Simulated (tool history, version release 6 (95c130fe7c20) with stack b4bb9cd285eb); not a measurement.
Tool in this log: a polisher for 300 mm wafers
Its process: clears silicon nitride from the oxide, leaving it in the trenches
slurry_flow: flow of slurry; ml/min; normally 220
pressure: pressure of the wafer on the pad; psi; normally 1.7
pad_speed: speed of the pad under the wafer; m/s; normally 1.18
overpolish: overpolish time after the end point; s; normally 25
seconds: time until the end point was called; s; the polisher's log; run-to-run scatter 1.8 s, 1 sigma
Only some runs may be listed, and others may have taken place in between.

| run | day | slurry_flow | pressure | pad_speed | overpolish | incoming thickness of the incoming film, nm | seconds |
|---|---|---|---|---|---|---|---|
| 1 | 0 | 220 | 1.7 | 0.92 | 25 | 88.3 | 151.9 |
| 2 | 0.729 | 220 | 1.7 | 1.18 | 25 | 90.4 | 128 |
| 3 | 1.646 | 220 | 2 | 1.18 | 25 | 91.1 | 112 |
| 4 | 2.354 | 220 | 2 | 1.18 | 25 | 89.9 | 111 |
|  | 2.858 | head pressure recalibrated |
| 5 | 3.242 | 220 | 2 | 1.18 | 25 | 89 | 127.2 |
| 6 | 4.021 | 220 | 1.7 | 1.18 | 25 | 91.1 | 154.4 |
|  | 5.146 | worn pad replaced by a new one |
| 7 | 5.167 | 220 | 1.7 | 1.18 | 25 | 88.2 | 132.1 |
| 8 | 5.771 | 220 | 1.7 | 1.18 | 25 | 90 | 133.7 |
| 9 | 6.312 | 220 | 1.3 | 1.18 | 25 | 89.2 | 175.9 |
| 10 | 8.271 | 220 | 1.7 | 1.18 | 25 | 89.4 | 128.9 |
| 11 | 9.683 | 265 | 1.2 | 1.18 | 25 | 90.7 | 184.1 |
| 12 | 11.108 | 265 | 1.2 | 1.18 | 25 | 89.3 | 183.1 |
| 13 | 12.117 | 220 | 1.7 | 1.18 | 25 | 88.5 | 131.7 |
| 14 | 13.288 | 240 | 1.2 | 1.3 | 20 | 89.1 | 172.2 |
|  | 13.8 | worn pad replaced by a new one |
| 15 | 14.325 | 250 | 1.2 | 1.28 | 25 | 91.5 | 163.1 |
| 16 | 15.9 | 145 | 1.7 | 1.18 | 11 | 90.7 | 134.6 |
| 17 | 17.05 | 220 | 1.4 | 1.18 | 25 | 89 | 151.1 |
|  | 17.829 | head pressure recalibrated |
| 18 | 18.129 | 150 | 1.1 | 1.36 | 15 | 88.7 | 198.9 |
| 19 | 18.762 | 160 | 2 | 0.82 | 15 | 89.8 | 173.5 |
| 20 | 19.708 | 220 | 1.5 | 1.18 | 30 | 89 | 157.2 |
| 21 | 20.225 | 265 | 1.7 | 0.86 | 25 | 90 | 185.1 |
| 22 | 21.175 | 220 | 1.7 | 1.18 | 25 | 90.4 | 142 |
| 23 | 22.275 | 220 | 1.7 | 1.18 | 25 | 90 | 144 |
| 24 | 23.025 | 265 | 1.7 | 0.86 | 25 | 89.7 | 193.2 |
|  | 23.504 | slurry nozzle cleaned |
| 25 | 23.754 | 220 | 1.7 | 1.18 | 25 | 88.8 | 148.2 |
|  | 24.304 | worn pad replaced by a new one |
| 26 | 24.362 | 220 | 1.7 | 1.18 | 25 | 89.9 | 126.9 |
| 27 | 25.288 | 220 | 1.7 | 1.18 | 25 | 89.5 | 126.2 |
| 28 | 26.079 | 190 | 2.2 | 1.18 | 25 | 89.8 | 101.1 |
| 29 | 27.392 | 220 | 1.7 | 1.18 | 25 | 88.8 | 126.2 |
| 30 | 28.796 | 190 | 1.3 | 1.32 | 35 | 89.9 | 155.1 |
| 31 | 30.104 | 220 | 1.7 | 0.92 | 17 | 89.7 | 163 |
| 32 | 30.854 | 195 | 2.3 | 0.76 | 38 | 91.6 | 153.3 |
| 33 | 31.658 | 270 | 1.4 | 0.9 | 25 | 88.6 | 203.9 |
| 34 | 32.338 | 285 | 1.7 | 1.18 | 16 | 89.6 | 131.3 |
|  | 34.85 | head pressure recalibrated |
|  | 35.271 | worn pad replaced by a new one |
| 35 | 35.292 | 220 | 1.7 | 1.46 | 18 | 88.8 | 108.3 |
| 36 | 36.729 | 170 | 2 | 0.78 | 25 | 90.3 | 170 |

What if the next run were any one of these 5? Each begins from the tool's condition after run 36:
| A | 36.75 | 220 | 1.7 | 1.18 | 13 | 89.1 | ? |
| B | 36.75 | 285 | 1.3 | 1.04 | 31 | 89.1 | ? |
| C | 36.75 | 180 | 2.1 | 1.18 | 25 | 89.1 | ? |
| D | 36.75 | 220 | 1.7 | 1.18 | 39 | 89.1 | ? |
| E | 36.75 | 220 | 1.9 | 0.92 | 12 | 89.1 | ? |

| run | seconds |
|---|---|
| A | 127.8 |
| B | 182.6 |
| C | 106.4 |
| D | 127.8 |
| E | 143.9 |
Had the tool no hidden state, the same runs would have come out as:
| run | seconds |
|---|---|
| A | 132.1 |
| B | 188.7 |
| C | 110 |
| D | 132.1 |
| E | 148.7 |
